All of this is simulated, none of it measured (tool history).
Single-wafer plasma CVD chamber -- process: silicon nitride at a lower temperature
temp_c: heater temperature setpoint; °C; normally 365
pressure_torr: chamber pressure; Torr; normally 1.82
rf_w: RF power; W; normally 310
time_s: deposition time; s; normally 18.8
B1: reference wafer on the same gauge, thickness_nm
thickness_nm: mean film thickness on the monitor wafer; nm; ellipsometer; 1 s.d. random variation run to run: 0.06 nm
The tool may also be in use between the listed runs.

{"run": 1, "hour": 0.0, "temp_c": 365, "pressure_torr": 1.82, "rf_w": 310, "time_s": 18.8, "B1": 23.601, "thickness_nm": 22.446}
{"run": 2, "hour": 8.9, "temp_c": 365, "pressure_torr": 1.82, "rf_w": 310, "time_s": 18.8, "B1": 23.618, "thickness_nm": 22.598}
{"run": 3, "hour": 20.9, "temp_c": 365, "pressure_torr": 1.82, "rf_w": 310, "time_s": 18.8, "B1": 23.599, "thickness_nm": 22.489}
{"hour": 41.7, "done": "showerhead replaced"}
{"run": 4, "hour": 42.2, "temp_c": 365, "pressure_torr": 1.82, "rf_w": 310, "time_s": 18.8, "B1": 23.604, "thickness_nm": 22.456}
{"run": 5, "hour": 44.6, "temp_c": 365, "pressure_torr": 1.82, "rf_w": 310, "time_s": 18.8, "B1": 23.594, "thickness_nm": 22.554}
{"run": 6, "hour": 54.8, "temp_c": 365, "pressure_torr": 1.82, "rf_w": 310, "time_s": 18.8, "B1": 23.596, "thickness_nm": 22.517}
{"run": 7, "hour": 67.7, "temp_c": 356, "pressure_torr": 1.82, "rf_w": 310, "time_s": 18.8, "B1": 23.594, "thickness_nm": 22.504}
{"run": 8, "hour": 77.9, "temp_c": 356, "pressure_torr": 1.82, "rf_w": 310, "time_s": 18.8, "B1": 23.602, "thickness_nm": 22.433}
{"run": 9, "hour": 92.9, "temp_c": 365, "pressure_torr": 1.82, "rf_w": 275, "time_s": 18.8, "B1": 23.61, "thickness_nm": 20.841}
{"run": 10, "hour": 100.7, "temp_c": 365, "pressure_torr": 1.82, "rf_w": 310, "time_s": 18.8, "B1": 23.598, "thickness_nm": 22.517}
{"run": 11, "hour": 115.7, "temp_c": 352, "pressure_torr": 1.82, "rf_w": 310, "time_s": 16.5, "B1": 23.598, "thickness_nm": 19.836}
{"hour": 135.1, "done": "capacitance manometer re-zeroed and calibrated"}
{"hour": 135.7, "done": "RF generator calibrated"}
{"run": 12, "hour": 136.2, "temp_c": 365, "pressure_torr": 1.82, "rf_w": 310, "time_s": 18.8, "B1": 23.597, "thickness_nm": 23.785}
{"run": 13, "hour": 141.0, "temp_c": 361, "pressure_torr": 1.82, "rf_w": 310, "time_s": 21.6, "B1": 23.594, "thickness_nm": 27.266}
{"run": 14, "hour": 165.1, "temp_c": 365, "pressure_torr": 2.06, "rf_w": 310, "time_s": 22.1, "B1": 23.596, "thickness_nm": 28.699}
{"run": 15, "hour": 190.1, "temp_c": 360, "pressure_torr": 1.82, "rf_w": 355, "time_s": 21.2, "B1": 23.598, "thickness_nm": 28.679}
{"hour": 198.6, "done": "gauge calibrated"}
{"run": 16, "hour": 204.1, "temp_c": 359, "pressure_torr": 1.96, "rf_w": 310, "time_s": 22.1, "B1": 23.611, "thickness_nm": 28.204}
{"run": 17, "hour": 221.4, "temp_c": 365, "pressure_torr": 1.82, "rf_w": 310, "time_s": 18.8, "B1": 23.594, "thickness_nm": 23.413}
{"run": 18, "hour": 232.1, "temp_c": 357, "pressure_torr": 1.82, "rf_w": 310, "time_s": 15.9, "B1": 23.6, "thickness_nm": 19.793}
{"run": 19, "hour": 239.1, "temp_c": 365, "pressure_torr": 1.82, "rf_w": 310, "time_s": 22.6, "B1": 23.617, "thickness_nm": 28.004}
{"hour": 259.6, "done": "thermocouple changed; heater temperature recalibrated"}
{"run": 20, "hour": 260.1, "temp_c": 374, "pressure_torr": 1.82, "rf_w": 310, "time_s": 18.8, "B1": 23.595, "thickness_nm": 23.231}
{"run": 21, "hour": 265.0, "temp_c": 350, "pressure_torr": 2.27, "rf_w": 365, "time_s": 18.8, "B1": 23.586, "thickness_nm": 27.457}
{"run": 22, "hour": 275.5, "temp_c": 352, "pressure_torr": 1.82, "rf_w": 310, "time_s": 18.8, "B1": 23.608, "thickness_nm": 23.469}
{"run": 23, "hour": 282.2, "temp_c": 365, "pressure_torr": 1.82, "rf_w": 310, "time_s": 18.8, "B1": 23.597, "thickness_nm": 23.279}
{"run": 24, "hour": 288.7, "temp_c": 353, "pressure_torr": 1.57, "rf_w": 310, "time_s": 18.8, "B1": 23.594, "thickness_nm": 22.266}
{"run": 25, "hour": 312.4, "temp_c": 356, "pressure_torr": 1.38, "rf_w": 345, "time_s": 18.8, "B1": 23.587, "thickness_nm": 22.756}
{"run": 26, "hour": 320.9, "temp_c": 365, "pressure_torr": 1.47, "rf_w": 310, "time_s": 18.8, "B1": 23.593, "thickness_nm": 21.686}
{"run": 27, "hour": 338.8, "temp_c": 365, "pressure_torr": 1.43, "rf_w": 310, "time_s": 22.2, "B1": 23.601, "thickness_nm": 25.279}
{"run": 28, "hour": 345.8, "temp_c": 350, "pressure_torr": 1.82, "rf_w": 310, "time_s": 16.3, "B1": 23.597, "thickness_nm": 20.189}
{"run": 29, "hour": 362.1, "temp_c": 365, "pressure_torr": 2.14, "rf_w": 265, "time_s": 16.2, "B1": 23.603, "thickness_nm": 18.945}

Here are 4 independent what-if runs from the current tool condition. What would each one return?
{"run": "A", "hour": 362.5, "temp_c": 365, "pressure_torr": 1.82, "rf_w": 310, "time_s": 18.8, "B1": "?", "thickness_nm": "?"}
{"run": "B", "hour": 362.5, "temp_c": 365, "pressure_torr": 1.5, "rf_w": 310, "time_s": 18.8, "B1": "?", "thickness_nm": "?"}
{"run": "C", "hour": 362.5, "temp_c": 372, "pressure_torr": 2.08, "rf_w": 365, "time_s": 22.3, "B1": "?", "thickness_nm": "?"}
{"run": "D", "hour": 362.5, "temp_c": 365, "pressure_torr": 1.82, "rf_w": 310, "time_s": 22.5, "B1": "?", "thickness_nm": "?"}

run=A B1=23.589 thickness_nm=22.973
run=B B1=23.589 thickness_nm=21.659
run=C B1=23.589 thickness_nm=31.117
run=D B1=23.589 thickness_nm=27.484
With the hidden condition removed and each run's random variation left untouched, the same runs would have given:
run=A thickness_nm=23.663
run=B thickness_nm=22.310
run=C thickness_nm=32.008
run=D thickness_nm=28.309
